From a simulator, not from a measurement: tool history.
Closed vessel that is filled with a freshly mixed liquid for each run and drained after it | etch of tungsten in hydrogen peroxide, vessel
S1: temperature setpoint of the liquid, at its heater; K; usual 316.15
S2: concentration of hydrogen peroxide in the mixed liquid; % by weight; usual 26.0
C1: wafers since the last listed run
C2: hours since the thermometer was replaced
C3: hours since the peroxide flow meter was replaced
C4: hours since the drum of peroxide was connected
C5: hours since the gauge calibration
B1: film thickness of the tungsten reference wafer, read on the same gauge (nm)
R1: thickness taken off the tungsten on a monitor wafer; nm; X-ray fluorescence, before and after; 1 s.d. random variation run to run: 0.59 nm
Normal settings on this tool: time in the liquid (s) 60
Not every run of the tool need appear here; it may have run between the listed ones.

run 1 hour=0.0 | S1=316.15 S2=26.0 time_in_the_liquid_(s)=60 | C1=0 C2=302.6 C3=967.3 C4=218.0 C5=90.9 | B1=40.03 | R1=122.76
run 2 hour=63.1 | S1=316.15 S2=26.0 time_in_the_liquid_(s)=60 | C1=4216 C2=365.7 C3=1030.4 C4=281.1 C5=154.0 | B1=40.00 | R1=122.93
run 3 hour=129.5 | S1=316.15 S2=26.0 time_in_the_liquid_(s)=60 | C1=4437 C2=432.1 C3=1096.8 C4=347.5 C5=220.4 | B1=40.06 | R1=123.71
run 4 hour=160.0 | S1=316.15 S2=26.0 time_in_the_liquid_(s)=60 | C1=2038 C2=462.6 C3=1127.3 C4=378.0 C5=250.9 | B1=40.01 | R1=123.62
run 5 hour=199.4 | S1=316.15 S2=26.0 time_in_the_liquid_(s)=60 | C1=2632 C2=502.0 C3=1166.7 C4=417.4 C5=290.3 | B1=39.98 | R1=124.40
run 6 hour=260.0 | S1=316.15 S2=26.0 time_in_the_liquid_(s)=60 | C1=4049 C2=562.6 C3=1227.3 C4=478.0 C5=350.9 | B1=39.99 | R1=124.95
run 7 hour=287.5 | S1=316.15 S2=26.0 time_in_the_liquid_(s)=60 | C1=1837 C2=590.1 C3=1254.8 C4=505.5 C5=378.4 | B1=39.99 | R1=124.85
run 8 hour=331.8 | S1=316.15 S2=26.0 time_in_the_liquid_(s)=60 | C1=2960 C2=634.4 C3=1299.1 C4=549.8 C5=422.7 | B1=40.02 | R1=124.43
-- hour=335.0 thermometer replaced
run 9 hour=386.8 | S1=316.15 S2=26.0 time_in_the_liquid_(s)=60 | C1=3608 C2=51.8 C3=1354.1 C4=604.8 C5=477.7 | B1=39.97 | R1=124.55
-- hour=388.4 peroxide flow meter replaced
run 10 hour=421.3 | S1=316.15 S2=26.0 time_in_the_liquid_(s)=60 | C1=2238 C2=86.3 C3=32.9 C4=639.3 C5=512.2 | B1=40.01 | R1=118.79
run 11 hour=472.1 | S1=316.15 S2=21.5 time_in_the_liquid_(s)=60 | C1=3394 C2=137.1 C3=83.7 C4=690.1 C5=563.0 | B1=39.98 | R1=110.13
run 12 hour=524.4 | S1=316.15 S2=20.0 time_in_the_liquid_(s)=90 | C1=3494 C2=189.4 C3=136.0 C4=742.4 C5=615.3 | B1=40.01 | R1=156.96
run 13 hour=571.5 | S1=316.15 S2=26.0 time_in_the_liquid_(s)=85 | C1=3147 C2=236.5 C3=183.1 C4=789.5 C5=662.4 | B1=39.97 | R1=171.25
-- hour=588.2 new drum of peroxide connected
-- hour=617.2 gauge calibrated
run 14 hour=640.9 | S1=311.65 S2=30.0 time_in_the_liquid_(s)=60 | C1=4570 C2=305.9 C3=252.5 C4=52.7 C5=23.7 | B1=39.99 | R1=97.03
run 15 hour=709.0 | S1=310.15 S2=23.0 time_in_the_liquid_(s)=30 | C1=4550 C2=374.0 C3=320.6 C4=120.8 C5=91.8 | B1=40.02 | R1=38.73
run 16 hour=763.4 | S1=316.15 S2=26.0 time_in_the_liquid_(s)=60 | C1=3635 C2=428.4 C3=375.0 C4=175.2 C5=146.2 | B1=40.02 | R1=121.10
run 17 hour=828.9 | S1=322.65 S2=26.0 time_in_the_liquid_(s)=80 | C1=4376 C2=493.9 C3=440.5 C4=240.7 C5=211.7 | B1=40.04 | R1=243.24
run 18 hour=856.7 | S1=316.15 S2=26.0 time_in_the_liquid_(s)=40 | C1=1857 C2=521.7 C3=468.3 C4=268.5 C5=239.5 | B1=40.03 | R1=80.70

The same runs without the tool's hidden state, with the same run-to-run variation:
Hidden state at play: liquid colder than its thermometer reads (K); peroxide flow above the setpoint (%); peroxide weaker than its label (%); gauge reads high (%).
run=1 R1=118.05
run=2 R1=117.92
run=3 R1=118.36
run=4 R1=118.14
run=5 R1=118.71
run=6 R1=118.96
run=7 R1=118.74
run=8 R1=118.14
run=9 R1=118.01
run=10 R1=117.79
run=11 R1=108.98
run=12 R1=154.99
run=13 R1=168.77
run=14 R1=95.46
run=15 R1=37.96
run=16 R1=118.43
run=17 R1=237.26
run=18 R1=78.63

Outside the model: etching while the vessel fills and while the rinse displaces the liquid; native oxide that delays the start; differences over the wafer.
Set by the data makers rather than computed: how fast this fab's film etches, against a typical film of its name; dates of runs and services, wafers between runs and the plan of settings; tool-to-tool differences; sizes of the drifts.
